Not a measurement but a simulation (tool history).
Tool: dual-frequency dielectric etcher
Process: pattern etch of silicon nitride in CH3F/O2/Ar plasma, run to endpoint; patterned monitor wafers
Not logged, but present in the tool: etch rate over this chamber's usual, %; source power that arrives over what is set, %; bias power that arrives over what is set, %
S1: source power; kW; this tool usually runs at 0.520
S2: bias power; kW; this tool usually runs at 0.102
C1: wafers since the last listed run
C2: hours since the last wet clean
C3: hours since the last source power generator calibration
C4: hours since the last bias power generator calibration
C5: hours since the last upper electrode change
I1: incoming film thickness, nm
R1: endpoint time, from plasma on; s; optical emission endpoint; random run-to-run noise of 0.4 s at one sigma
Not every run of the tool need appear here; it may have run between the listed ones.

run 1 hour=0.0 | S1=0.520 S2=0.109 | C1=0 C2=135.2 C3=1271.2 C4=1285.5 C5=4947.1 | I1=35.47 | R1=41.5
run 2 hour=28.5 | S1=0.520 S2=0.102 | C1=451 C2=163.7 C3=1299.7 C4=1314.0 C5=4975.6 | I1=35.92 | R1=43.9
run 3 hour=70.8 | S1=0.520 S2=0.102 | C1=669 C2=206.0 C3=1342.0 C4=1356.3 C5=5017.9 | I1=35.97 | R1=43.0
run 4 hour=128.5 | S1=0.600 S2=0.102 | C1=913 C2=263.7 C3=1399.7 C4=1414.0 C5=5075.6 | I1=35.85 | R1=40.0
-- hour=187.5 wet clean of the chamber
run 5 hour=188.0 | S1=0.600 S2=0.102 | C1=561 C2=0.5 C3=1459.2 C4=1473.5 C5=5135.1 | I1=36.00 | R1=42.6
run 6 hour=222.1 | S1=0.600 S2=0.102 | C1=539 C2=34.6 C3=1493.3 C4=1507.6 C5=5169.2 | I1=35.88 | R1=41.7
run 7 hour=267.3 | S1=0.520 S2=0.102 | C1=715 C2=79.8 C3=1538.5 C4=1552.8 C5=5214.4 | I1=36.02 | R1=44.3
run 8 hour=316.5 | S1=0.520 S2=0.102 | C1=778 C2=129.0 C3=1587.7 C4=1602.0 C5=5263.6 | I1=36.01 | R1=44.3
run 9 hour=382.4 | S1=0.520 S2=0.102 | C1=1043 C2=194.9 C3=1653.6 C4=1667.9 C5=5329.5 | I1=35.72 | R1=43.9
run 10 hour=463.2 | S1=0.520 S2=0.102 | C1=1278 C2=275.7 C3=1734.4 C4=1748.7 C5=5410.3 | I1=35.53 | R1=43.2
run 11 hour=503.8 | S1=0.520 S2=0.102 | C1=642 C2=316.3 C3=1775.0 C4=1789.3 C5=5450.9 | I1=35.56 | R1=43.2
run 12 hour=528.3 | S1=0.570 S2=0.091 | C1=387 C2=340.8 C3=1799.5 C4=1813.8 C5=5475.4 | I1=35.69 | R1=42.8
-- hour=571.6 bias power generator calibrated
-- hour=586.8 wet clean of the chamber
run 13 hour=587.3 | S1=0.520 S2=0.102 | C1=630 C2=0.5 C3=1858.5 C4=15.7 C5=5534.4 | I1=35.57 | R1=44.4
run 14 hour=594.4 | S1=0.520 S2=0.102 | C1=112 C2=7.6 C3=1865.6 C4=22.8 C5=5541.5 | I1=35.53 | R1=44.4
run 15 hour=654.7 | S1=0.520 S2=0.102 | C1=954 C2=67.9 C3=1925.9 C4=83.1 C5=5601.8 | I1=36.00 | R1=44.5
-- hour=686.2 upper electrode replaced, of another model than before
-- hour=694.5 source power generator calibrated
run 16 hour=705.0 | S1=0.420 S2=0.090 | C1=352 C2=118.2 C3=10.5 C4=133.4 C5=18.8 | I1=35.71 | R1=48.4
run 17 hour=753.3 | S1=0.520 S2=0.093 | C1=764 C2=166.5 C3=58.8 C4=181.7 C5=67.1 | I1=35.90 | R1=46.1
run 18 hour=782.5 | S1=0.400 S2=0.086 | C1=462 C2=195.7 C3=88.0 C4=210.9 C5=96.3 | I1=35.54 | R1=49.1
run 19 hour=817.6 | S1=0.520 S2=0.102 | C1=555 C2=230.8 C3=123.1 C4=246.0 C5=131.4 | I1=35.83 | R1=43.6
run 20 hour=854.2 | S1=0.620 S2=0.102 | C1=579 C2=267.4 C3=159.7 C4=282.6 C5=168.0 | I1=36.04 | R1=40.7
run 21 hour=886.7 | S1=0.650 S2=0.102 | C1=514 C2=299.9 C3=192.2 C4=315.1 C5=200.5 | I1=35.81 | R1=40.2
run 22 hour=933.9 | S1=0.520 S2=0.109 | C1=747 C2=347.1 C3=239.4 C4=362.3 C5=247.7 | I1=35.85 | R1=42.0
-- hour=971.8 wet clean of the chamber
run 23 hour=986.8 | S1=0.520 S2=0.102 | C1=457 C2=15.0 C3=292.3 C4=415.2 C5=300.6 | I1=35.88 | R1=44.7
run 24 hour=1049.5 | S1=0.520 S2=0.082 | C1=992 C2=77.7 C3=355.0 C4=477.9 C5=363.3 | I1=35.76 | R1=46.7
run 25 hour=1093.3 | S1=0.520 S2=0.102 | C1=693 C2=121.5 C3=398.8 C4=521.7 C5=407.1 | I1=35.59 | R1=43.3
run 26 hour=1149.4 | S1=0.520 S2=0.128 | C1=887 C2=177.6 C3=454.9 C4=577.8 C5=463.2 | I1=35.89 | R1=40.8
run 27 hour=1320.0 | S1=0.580 S2=0.122 | C1=2700 C2=348.2 C3=625.5 C4=748.4 C5=633.8 | I1=35.78 | R1=39.1
-- hour=1344.2 wet clean of the chamber
run 28 hour=1371.9 | S1=0.630 S2=0.114 | C1=441 C2=27.7 C3=677.4 C4=800.3 C5=685.7 | I1=35.97 | R1=41.5
run 29 hour=1491.2 | S1=0.520 S2=0.110 | C1=1888 C2=147.0 C3=796.7 C4=919.6 C5=805.0 | I1=35.85 | R1=42.6

Consider 3 possible next runs. They are alternatives, not a sequence: every one starts from the tool as it was left by run 29. What does each give?
run A hour=1491.6 | S1=0.520 S2=0.102 | C1=6 C2=147.4 C3=797.1 C4=920.0 C5=805.4 | I1=35.90 | R1=?
run B hour=1491.6 | S1=0.620 S2=0.114 | C1=6 C2=147.4 C3=797.1 C4=920.0 C5=805.4 | I1=35.90 | R1=?
run C hour=1491.6 | S1=0.560 S2=0.127 | C1=6 C2=147.4 C3=797.1 C4=920.0 C5=805.4 | I1=35.90 | R1=?

run=A R1=43.8
run=B R1=40.2
run=C R1=40.2
The same runs, with their run-to-run variation unchanged, on a tool lacking any hidden condition would have given:
run=A R1=44.5
run=B R1=40.8
run=C R1=40.8
